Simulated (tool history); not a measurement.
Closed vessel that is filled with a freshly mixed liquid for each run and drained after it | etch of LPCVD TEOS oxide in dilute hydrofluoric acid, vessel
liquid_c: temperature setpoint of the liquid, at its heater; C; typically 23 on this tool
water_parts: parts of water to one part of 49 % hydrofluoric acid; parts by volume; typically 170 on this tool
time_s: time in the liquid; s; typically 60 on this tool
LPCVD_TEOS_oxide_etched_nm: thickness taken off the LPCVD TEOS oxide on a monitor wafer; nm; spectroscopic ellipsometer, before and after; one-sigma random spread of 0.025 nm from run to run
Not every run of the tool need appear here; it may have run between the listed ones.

run	hour	liquid_c	water_parts	time_s	wafers since the last listed run	hours since the thermometer was replaced	hours since the hydrofluoric acid flow meter was replaced	hours since the gauge calibration	read-back film thickness of the LPCVD TEOS oxide reference wafer, read on the same gauge (nm)	LPCVD_TEOS_oxide_etched_nm
1	0	23	225	60	0	2108.5	786.5	2138.7	150.01	4.56
2	59.4	23	225	60	5890	2167.9	845.9	2198.1	149.98	4.51
3	142.9	23	170	60	8279	2251.4	929.4	2281.6	150.03	6.33
4	195.2	23	170	60	5185	2303.7	981.7	2333.9	150.03	6.33
5	248	23	170	60	5235	2356.5	1034.5	2386.7	149.96	6.28
6	323.8	23	170	60	7516	2432.3	1110.3	2462.5	149.98	6.31
7	412.4	23	170	60	8785	2520.9	1198.9	2551.1	149.95	6.34
8	476.9	23	170	60	6395	2585.4	1263.4	2615.6	149.98	6.31
9	520.9	23	170	60	4362	2629.4	1307.4	2659.6	149.98	6.31
10	718.5	19	170	45	19593	2827	1505	2857.2	150	4.08
# hour 767.5: thermometer replaced
11	783.9	19	170	45	6385	16.4	1570.4	2922.6	150	4.13
# hour 784.9: gauge calibrated
12	831.3	23	170	60	4700	63.8	1617.8	46.4	149.98	6.46
13	890.5	23	170	60	5870	123	1677	105.6	150	6.42
14	967.6	23	170	60	7645	200.1	1754.1	182.7	150	6.39
15	1007.6	25	170	60	3966	240.1	1794.1	222.7	150.01	6.9
16	1075.6	25	170	60	6742	308.1	1862.1	290.7	150	6.98
17	1183.6	23	230	30	10709	416.1	1970.1	398.7	150.03	2.23
18	1268.4	21.5	245	45	8408	500.9	2054.9	483.5	150.01	2.92
19	1357.1	19	170	45	8795	589.6	2143.6	572.2	149.98	4.1
20	1425.1	18.5	245	60	6742	657.6	2211.6	640.2	149.93	3.46
21	1490.9	23	200	60	6524	723.4	2277.4	706	150.02	5.3
22	1533.2	23	190	35	4194	765.7	2319.7	748.3	149.99	3.28
23	1635.5	23	170	60	10143	868	2422	850.6	150.04	6.34
# hour 1687.7: hydrofluoric acid flow meter replaced
24	1718.2	23	215	60	8101	950.7	30.5	933.3	150.01	4.8
25	1771.7	23	170	60	5304	1004.2	84	986.8	149.99	6.37
26	1847.4	25.5	230	80	7506	1079.9	159.7	1062.5	149.99	6.46
27	1950.2	27.5	225	35	10193	1182.7	262.5	1165.3	150.03	3.11
28	2171.3	19	225	60	21923	1403.8	483.6	1386.4	150	3.94
29	2276.5	23	170	60	10431	1509	588.8	1491.6	149.96	6.36
30	2333.7	27.5	170	50	5671	1566.2	646	1548.8	149.98	6.28
31	2403.9	23	255	60	6960	1636.4	716.2	1619	149.98	3.87
32	2479	25	105	80	7446	1711.5	791.3	1694.1	150.05	15.9
33	2523.1	23	170	60	4372	1755.6	835.4	1738.2	149.97	6.37

Across each entry between runs, compare the hidden state at the last listed run before it with the hidden state at the first listed run after it:
Between runs 10 and 11: thermometer replaced (hour 767.5)
  liquid colder than its thermometer reads (K): 0.637 -> 0.0936
  what was measured, less what the result would be without the hidden state, LPCVD_TEOS_oxide_etched_nm: -0.1 -> -0.01 nm
Between runs 11 and 12: gauge calibrated (hour 784.9)
  liquid colder than its thermometer reads (K): 0.0936 -> 0.103
  what was measured, less what the result would be without the hidden state, LPCVD_TEOS_oxide_etched_nm: -0.01 -> -0.03 nm
Between runs 23 and 24: hydrofluoric acid flow meter replaced (hour 1687.7)
  liquid colder than its thermometer reads (K): 0.269 -> 0.286
  what was measured, less what the result would be without the hidden state, LPCVD_TEOS_oxide_etched_nm: -0.06 -> -0.05 nm
